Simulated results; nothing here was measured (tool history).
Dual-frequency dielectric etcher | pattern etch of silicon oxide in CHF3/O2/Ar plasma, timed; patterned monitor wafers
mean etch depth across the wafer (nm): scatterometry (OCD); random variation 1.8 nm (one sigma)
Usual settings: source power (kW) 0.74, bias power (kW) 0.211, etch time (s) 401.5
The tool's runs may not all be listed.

run	hour	source power (kW)	bias power (kW)	etch time (s)	wafers since the last listed run	hours since the last wet clean	hours since the last source power generator calibration	hours since the last bias power generator calibration	hours since the last upper electrode change	hours since the gauge calibration	read-back reference wafer on the same gauge, depth_nm	mean etch depth across the wafer (nm)
1	0	0.74	0.211	401.5	0	219.8	1685.8	3058.1	2718	1216	853.9	870.7
2	54.7	0.88	0.191	401.5	158	274.5	1740.5	3112.8	2772.7	1270.7	853.8	934.3
3	142.8	0.88	0.191	401.5	255	362.6	1828.6	3200.9	2860.8	1358.8	854	928.8
4	234.7	0.88	0.191	401.5	266	454.5	1920.5	3292.8	2952.7	1450.7	854	923.4
5	279.1	0.74	0.211	401.5	128	498.9	1964.9	3337.2	2997.1	1495.1	853.6	864.3
6	323.5	0.74	0.211	401.5	128	543.3	2009.3	3381.6	3041.5	1539.5	854	855.2
7	359.9	0.74	0.211	401.5	105	579.7	2045.7	3418	3077.9	1575.9	853.7	858.2
# hour 403.8: wet clean of the chamber
8	443	0.74	0.211	401.5	171	39.2	2128.8	3501.1	3161	1659	854	887
9	497.4	0.74	0.211	401.5	157	93.6	2183.2	3555.5	3215.4	1713.4	854.6	882
# hour 524.9: gauge calibrated
10	579.4	0.74	0.211	401.5	237	175.6	2265.2	3637.5	3297.4	54.5	853.8	882.4
11	729.2	0.61	0.158	401.5	434	325.4	2415	3787.3	3447.2	204.3	854.1	702.2
# hour 806.5: upper electrode replaced
12	831.2	0.64	0.211	401.5	226	427.4	2517	3889.3	24.7	306.3	853.5	793.9
13	885.8	0.83	0.195	401.5	158	482	2571.6	3943.9	79.3	360.9	854.2	904.8
# hour 965.2: wet clean of the chamber
14	965.7	0.74	0.225	284.5	162	0.5	2651.5	4023.8	159.2	440.8	853.8	641.7
15	1017.3	0.74	0.211	401.5	149	52.1	2703.1	4075.4	210.8	492.4	853.9	883.5
# hour 1053.8: source power generator calibrated
16	1092.6	0.74	0.211	401.5	206	127.4	38.8	4150.7	286.1	567.7	853.3	878.8
17	1166.2	0.74	0.242	401.5	213	201	112.4	4224.3	359.7	641.3	854.2	915.2
18	1235.6	0.68	0.262	446	201	270.4	181.8	4293.7	429.1	710.7	853.6	991.5
19	1330	0.74	0.211	401.5	273	364.8	276.2	4388.1	523.5	805.1	853.6	870.1
# hour 1381.4: bias power generator calibrated
20	1394.2	0.74	0.211	401.5	174	429	340.4	12.8	587.7	869.3	854.1	865.5
21	1463.7	0.74	0.176	471	201	498.5	409.9	82.3	657.2	938.8	854.1	958.4
# hour 1508.4: wet clean of the chamber
22	1526.6	0.74	0.211	401.5	112	18.2	472.8	145.2	720.1	1001.7	854.7	886.5
23	1610.1	0.74	0.211	401.5	242	101.7	556.3	228.7	803.6	1085.2	854.3	885.4
24	1705.2	0.85	0.211	301	275	196.8	651.4	323.8	898.7	1180.3	854.1	716.5
25	1763.1	0.61	0.158	401.5	168	254.7	709.3	381.7	956.6	1238.2	853.8	706
26	1799.2	0.59	0.177	432	104	290.8	745.4	417.8	992.7	1274.3	854.7	768.9
27	1880.2	0.9	0.211	339	235	371.8	826.4	498.8	1073.7	1355.3	853.8	826
28	1944.4	0.61	0.165	451.5	186	436	890.6	563	1137.9	1419.5	853.9	802.2
# hour 1998.9: wet clean of the chamber
29	2023.3	0.74	0.232	401.5	159	24.4	969.5	641.9	1216.8	1498.4	854.7	910.1

Forecast each of these 4 alternatives for the next run:
A	2023.8	0.74	0.211	401.5	1	24.9	970	642.4	1217.3	1498.9	?	?
B	2023.8	0.74	0.179	321.5	1	24.9	970	642.4	1217.3	1498.9	?	?
C	2023.8	0.6	0.234	461.5	1	24.9	970	642.4	1217.3	1498.9	?	?
D	2023.8	0.84	0.211	401.5	1	24.9	970	642.4	1217.3	1498.9	?	?

run	read-back reference wafer on the same gauge, depth_nm	mean etch depth across the wafer (nm)
A	854.3	881.6
B	854.3	670.5
C	854.3	914.8
D	854.3	949.9
Without the tool's hidden state the same runs would have given:
run	mean etch depth across the wafer (nm)
A	882.8
B	671.4
C	916
D	951.2

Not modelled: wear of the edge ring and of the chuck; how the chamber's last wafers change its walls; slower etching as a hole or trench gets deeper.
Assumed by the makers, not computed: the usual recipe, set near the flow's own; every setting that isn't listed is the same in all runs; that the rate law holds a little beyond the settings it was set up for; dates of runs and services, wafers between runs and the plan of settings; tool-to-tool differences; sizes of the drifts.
